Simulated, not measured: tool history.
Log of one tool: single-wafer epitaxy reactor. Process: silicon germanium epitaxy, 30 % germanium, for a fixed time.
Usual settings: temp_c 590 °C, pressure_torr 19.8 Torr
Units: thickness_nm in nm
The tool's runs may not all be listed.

run   hour  temp_c  pressure_torr  read-back reference wafer on the same gauge, thickness_nm  thickness_nm
  1    0.0     590           19.8                                                     39.418        42.390
  2    7.4     590           19.8                                                     39.398        42.503
  3   24.0     590           19.8                                                     39.414        42.423
  4   40.1     590           19.8                                                     39.444        42.053
  5   53.6     590           19.8                                                     39.446        42.443
  6   69.9     590           19.8                                                     39.429        42.269
      73.2  -- gauge calibrated
  7   79.1     590           19.8                                                     39.340        41.913
  8   96.7     590           19.8                                                     39.323        42.062
  9  103.5     590           19.8                                                     39.387        42.386
 10  112.6     590           22.4                                                     39.376        43.594
 11  132.0     590           22.4                                                     39.334        43.896
 12  145.7     590           22.4                                                     39.339        43.413
 13  161.3     590           19.8                                                     39.402        41.866
     178.9  -- pyrometer calibrated
 14  179.3     590           19.8                                                     39.410        47.158
     189.3  -- capacitance manometer re-zeroed and calibrated
 15  189.8     602           21.8                                                     39.398        63.549
 16  201.7     582           24.2                                                     39.322        42.436
 17  216.4     602           24.3                                                     39.416        65.147
 18  229.0     590           19.8                                                     39.418        47.483
 19  243.5     585           18.3                                                     39.378        41.272
     255.9  -- gauge calibrated
     260.5  -- showerhead replaced
 20  261.0     590           17.8                                                     39.330        45.423
 21  274.0     597           17.4                                                     39.391        52.192
 22  288.3     575           19.8                                                     39.513        33.976
 23  294.3     590           19.8                                                     39.476        46.865
 24  306.0     601           17.3                                                     39.384        56.540
 25  317.7     584           24.7                                                     39.460        44.443
 26  326.6     586           21.2                                                     39.417        43.812
 27  334.7     590           23.3                                                     39.413        49.600

Forecast each of these 5 alternatives for the next run:
  A  335.1     579           19.8                                                          ?             ?
  B  335.1     590           16.3                                                          ?             ?
  C  335.1     601           17.1                                                          ?             ?
  D  335.1     598           17.9                                                          ?             ?
  E  335.1     590           15.9                                                          ?             ?

run  read-back reference wafer on the same gauge, thickness_nm  thickness_nm
  A                                                     39.318        37.077
  B                                                     39.318        44.052
  C                                                     39.318        56.419
  D                                                     39.318        53.827
  E                                                     39.318        43.689
Without the tool's hidden state the same runs would have given:
run  thickness_nm
  A        37.572
  B        44.623
  C        57.130
  D        54.510
  E        44.256
